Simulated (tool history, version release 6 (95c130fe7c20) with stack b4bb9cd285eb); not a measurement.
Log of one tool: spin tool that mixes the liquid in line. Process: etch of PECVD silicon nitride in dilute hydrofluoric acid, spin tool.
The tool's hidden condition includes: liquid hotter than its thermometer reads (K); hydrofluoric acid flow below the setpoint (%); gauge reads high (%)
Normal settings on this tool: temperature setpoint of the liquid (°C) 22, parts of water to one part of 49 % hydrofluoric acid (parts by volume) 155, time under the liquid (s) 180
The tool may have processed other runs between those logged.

run,hour,temperature setpoint of the liquid (°C),parts of water to one part of 49 % hydrofluoric acid (parts by volume),time under the liquid (s),wafers since the last listed run,hours since the thermometer was replaced,hours since the hydrofluoric acid flow meter was replaced,hours since the gauge calibration,"read-back film thickness of the PECVD silicon nitride reference wafer, read on the same gauge (nm)",thickness taken off the PECVD silicon nitride on a monitor wafer (angstrom)
1,0,22,155,180,0,1426.3,1848,1074.2,109.932,33
2,34.6,22,155,180,267,1460.9,1882.6,1108.8,109.976,33.4
3,62.7,22,155,180,217,1489,1910.7,1136.9,110.011,33.55
4,126.3,22,155,180,491,1552.6,1974.3,1200.5,110.019,32.8
# hour 135.2: gauge calibrated
5,155.8,22,155,180,228,1582.1,2003.8,20.6,110.005,34.1
6,198.2,22,155,180,327,1624.5,2046.2,63,109.959,33.56
7,243.3,22,155,180,348,1669.6,2091.3,108.1,110.026,33.52
8,307.6,22,155,180,497,1733.9,2155.6,172.4,110.01,34.05
9,427.9,22,155,180,930,1854.2,2275.9,292.7,110.062,33.6
10,498.5,22,155,180,545,1924.8,2346.5,363.3,109.991,33.35
11,558.7,22,155,180,465,1985,2406.7,423.5,110.016,33.86
# hour 609.3: hydrofluoric acid flow meter replaced
12,609.8,22,155,180,387,2036.1,0.5,474.6,109.971,34.48
13,679.2,22,155,180,536,2105.5,69.9,544,110.008,33.36
14,748.6,22,155,265,536,2174.9,139.3,613.4,110.043,50.28
# hour 752.9: thermometer replaced
15,927.3,22,155,265,1373,174.4,318,792.1,109.979,46.1
16,984.1,18.5,105,130,439,231.2,374.8,848.9,109.988,26.35
17,1011.2,22,155,180,209,258.3,401.9,876,109.996,31.34
18,1059,22,155,180,369,306.1,449.7,923.8,110.032,31.26
19,1114.5,22,155,180,429,361.6,505.2,979.3,110.027,31.53
# hour 1142.6: gauge calibrated
20,1150.2,20,155,180,276,397.3,540.9,7.6,109.988,27.75
21,1178.1,25.5,180,80,215,425.2,568.8,35.5,110.023,15.28
22,1248.7,22,220,240,545,495.8,639.4,106.1,110.006,30.08
23,1286.4,22,155,180,291,533.5,677.1,143.8,109.982,32.54
24,1335.3,22,195,150,378,582.4,726,192.7,110.028,21.09
25,1383.7,22,120,125,374,630.8,774.4,241.1,109.979,28.72
26,1427.3,22,155,180,337,674.4,818,284.7,110.012,32.28
27,1480.9,22,215,180,414,728,871.6,338.3,110.027,23.23
28,1548.4,22,155,250,521,795.5,939.1,405.8,109.986,44.29
29,1597.3,22,155,180,378,844.4,988,454.7,110.042,32.42
30,1633.6,24.5,95,180,280,880.7,1024.3,491,109.972,61.84
31,1660,20.5,125,85,204,907.1,1050.7,517.4,110.019,17.21

Table of differences, measured result less the result of that run with no hidden state. Run-to-run variation is the same in both. Gauge scatter possibly is not:
run,thickness taken off the PECVD silicon nitride on a monitor wafer (angstrom)
1,+2.21
2,+2.27
3,+2.32
4,+2.37
5,+2.51
6,+2.52
7,+2.58
8,+2.73
9,+2.85
10,+2.94
11,+3.07
12,+3.21
13,+3.18
14,+4.94
15,+0.51
16,+0.38
17,+0.47
18,+0.55
19,+0.64
20,+0.61
21,+0.34
22,+0.75
23,+0.9
24,+0.63
25,+0.94
26,+1.1
27,+0.83
28,+1.76
29,+1.35
30,+2.7
31,+0.78

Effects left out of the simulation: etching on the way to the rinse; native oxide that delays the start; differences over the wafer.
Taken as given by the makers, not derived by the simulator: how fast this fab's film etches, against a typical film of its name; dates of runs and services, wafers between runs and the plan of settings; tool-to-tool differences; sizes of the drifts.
